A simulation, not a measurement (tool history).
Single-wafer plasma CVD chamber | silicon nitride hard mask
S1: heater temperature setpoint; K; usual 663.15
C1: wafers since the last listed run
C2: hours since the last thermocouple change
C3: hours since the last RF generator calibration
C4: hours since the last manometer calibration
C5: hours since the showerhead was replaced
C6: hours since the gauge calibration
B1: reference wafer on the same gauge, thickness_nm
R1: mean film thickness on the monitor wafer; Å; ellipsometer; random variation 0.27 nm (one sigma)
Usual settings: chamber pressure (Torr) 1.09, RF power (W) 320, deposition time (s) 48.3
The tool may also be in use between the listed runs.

{"run": 1, "day": 0.0, "S1": 663.15, "chamber pressure (Torr)": 1.09, "RF power (W)": 320, "deposition time (s)": 48.3, "C1": 0, "C2": 971.4, "C3": 879.5, "C4": 1108.3, "C5": 5809.4, "C6": 801.5, "B1": 51.145, "R1": 512.37}
{"day": 1.288, "done": "thermocouple changed; heater temperature recalibrated"}
{"run": 2, "day": 3.808, "S1": 663.15, "chamber pressure (Torr)": 1.09, "RF power (W)": 320, "deposition time (s)": 48.3, "C1": 1395, "C2": 60.5, "C3": 970.9, "C4": 1199.7, "C5": 5900.8, "C6": 892.9, "B1": 51.144, "R1": 502.67}
{"day": 4.325, "done": "capacitance manometer re-zeroed and calibrated"}
{"day": 5.462, "done": "gauge calibrated"}
{"run": 3, "day": 6.162, "S1": 663.15, "chamber pressure (Torr)": 1.09, "RF power (W)": 320, "deposition time (s)": 48.3, "C1": 811, "C2": 117.0, "C3": 1027.4, "C4": 44.1, "C5": 5957.3, "C6": 16.8, "B1": 52.901, "R1": 524.09}
{"run": 4, "day": 9.429, "S1": 663.15, "chamber pressure (Torr)": 1.09, "RF power (W)": 335, "deposition time (s)": 48.3, "C1": 1312, "C2": 195.4, "C3": 1105.8, "C4": 122.5, "C5": 6035.7, "C6": 95.2, "B1": 52.43, "R1": 545.35}
{"run": 5, "day": 11.662, "S1": 663.15, "chamber pressure (Torr)": 1.09, "RF power (W)": 320, "deposition time (s)": 48.3, "C1": 897, "C2": 249.0, "C3": 1159.4, "C4": 176.1, "C5": 6089.3, "C6": 148.8, "B1": 52.334, "R1": 518.48}
{"run": 6, "day": 14.021, "S1": 663.15, "chamber pressure (Torr)": 1.09, "RF power (W)": 320, "deposition time (s)": 48.3, "C1": 947, "C2": 305.6, "C3": 1216.0, "C4": 232.7, "C5": 6145.9, "C6": 205.4, "B1": 52.05, "R1": 516.4}
{"run": 7, "day": 17.621, "S1": 663.15, "chamber pressure (Torr)": 1.09, "RF power (W)": 320, "deposition time (s)": 48.3, "C1": 1446, "C2": 392.0, "C3": 1302.4, "C4": 319.1, "C5": 6232.3, "C6": 291.8, "B1": 51.808, "R1": 518.79}
{"run": 8, "day": 20.642, "S1": 663.15, "chamber pressure (Torr)": 1.09, "RF power (W)": 320, "deposition time (s)": 48.3, "C1": 1213, "C2": 464.5, "C3": 1374.9, "C4": 391.6, "C5": 6304.8, "C6": 364.3, "B1": 51.607, "R1": 514.49}
{"day": 23.558, "done": "showerhead replaced"}
{"run": 9, "day": 23.579, "S1": 663.15, "chamber pressure (Torr)": 1.09, "RF power (W)": 320, "deposition time (s)": 48.3, "C1": 1046, "C2": 535.0, "C3": 1445.4, "C4": 462.1, "C5": 0.5, "C6": 434.8, "B1": 51.41, "R1": 511.2}
{"run": 10, "day": 25.121, "S1": 663.15, "chamber pressure (Torr)": 1.09, "RF power (W)": 320, "deposition time (s)": 48.3, "C1": 619, "C2": 572.0, "C3": 1482.4, "C4": 499.1, "C5": 37.5, "C6": 471.8, "B1": 51.38, "R1": 511.36}
{"run": 11, "day": 27.846, "S1": 663.15, "chamber pressure (Torr)": 1.09, "RF power (W)": 320, "deposition time (s)": 48.3, "C1": 1094, "C2": 637.4, "C3": 1547.8, "C4": 564.5, "C5": 102.9, "C6": 537.2, "B1": 51.47, "R1": 515.05}
{"run": 12, "day": 31.412, "S1": 663.15, "chamber pressure (Torr)": 1.09, "RF power (W)": 320, "deposition time (s)": 48.3, "C1": 1432, "C2": 723.0, "C3": 1633.4, "C4": 650.1, "C5": 188.5, "C6": 622.8, "B1": 51.306, "R1": 507.98}
{"run": 13, "day": 33.492, "S1": 652.15, "chamber pressure (Torr)": 1.09, "RF power (W)": 375, "deposition time (s)": 48.3, "C1": 835, "C2": 772.9, "C3": 1683.3, "C4": 700.0, "C5": 238.4, "C6": 672.7, "B1": 51.274, "R1": 591.86}
{"run": 14, "day": 35.146, "S1": 663.15, "chamber pressure (Torr)": 1.09, "RF power (W)": 320, "deposition time (s)": 48.3, "C1": 664, "C2": 812.6, "C3": 1723.0, "C4": 739.7, "C5": 278.1, "C6": 712.4, "B1": 51.283, "R1": 511.95}
{"day": 36.879, "done": "thermocouple changed; heater temperature recalibrated"}
{"run": 15, "day": 37.908, "S1": 658.15, "chamber pressure (Torr)": 0.96, "RF power (W)": 320, "deposition time (s)": 57.1, "C1": 975, "C2": 24.7, "C3": 1789.3, "C4": 806.0, "C5": 344.4, "C6": 778.7, "B1": 51.212, "R1": 579.54}
{"run": 16, "day": 40.754, "S1": 651.15, "chamber pressure (Torr)": 1.09, "RF power (W)": 335, "deposition time (s)": 48.3, "C1": 1143, "C2": 93.0, "C3": 1857.6, "C4": 874.3, "C5": 412.7, "C6": 847.0, "B1": 51.175, "R1": 537.23}
{"day": 42.512, "done": "gauge calibrated"}
{"run": 17, "day": 45.2, "S1": 658.15, "chamber pressure (Torr)": 0.96, "RF power (W)": 320, "deposition time (s)": 57.1, "C1": 1785, "C2": 199.7, "C3": 1964.3, "C4": 981.0, "C5": 519.4, "C6": 64.5, "B1": 52.108, "R1": 598.07}
{"day": 48.417, "done": "RF generator calibrated"}
{"day": 48.596, "done": "capacitance manometer re-zeroed and calibrated"}
{"run": 18, "day": 49.554, "S1": 663.15, "chamber pressure (Torr)": 1.01, "RF power (W)": 320, "deposition time (s)": 48.3, "C1": 1542, "C2": 304.2, "C3": 27.3, "C4": 23.0, "C5": 623.9, "C6": 169.0, "B1": 51.691, "R1": 502.82}
{"run": 19, "day": 51.529, "S1": 663.15, "chamber pressure (Torr)": 0.98, "RF power (W)": 360, "deposition time (s)": 39.3, "C1": 793, "C2": 351.6, "C3": 74.7, "C4": 70.4, "C5": 671.3, "C6": 216.4, "B1": 51.633, "R1": 450.85}
{"run": 20, "day": 55.883, "S1": 663.15, "chamber pressure (Torr)": 0.89, "RF power (W)": 320, "deposition time (s)": 57.1, "C1": 1748, "C2": 456.1, "C3": 179.2, "C4": 174.9, "C5": 775.8, "C6": 320.9, "B1": 51.301, "R1": 572.63}

Run 21 comes next. What will it give?
{"run": 21, "day": 57.917, "S1": 670.15, "chamber pressure (Torr)": 1.17, "RF power (W)": 305, "deposition time (s)": 53.0, "C1": 816, "C2": 504.9, "C3": 228.0, "C4": 223.7, "C5": 824.6, "C6": 369.7, "B1": "?", "R1": "?"}

Run 21 gave B1 51.185, R1 537.28 Å.
Without the tool's hidden state the same run would have given R1 552.91 Å.
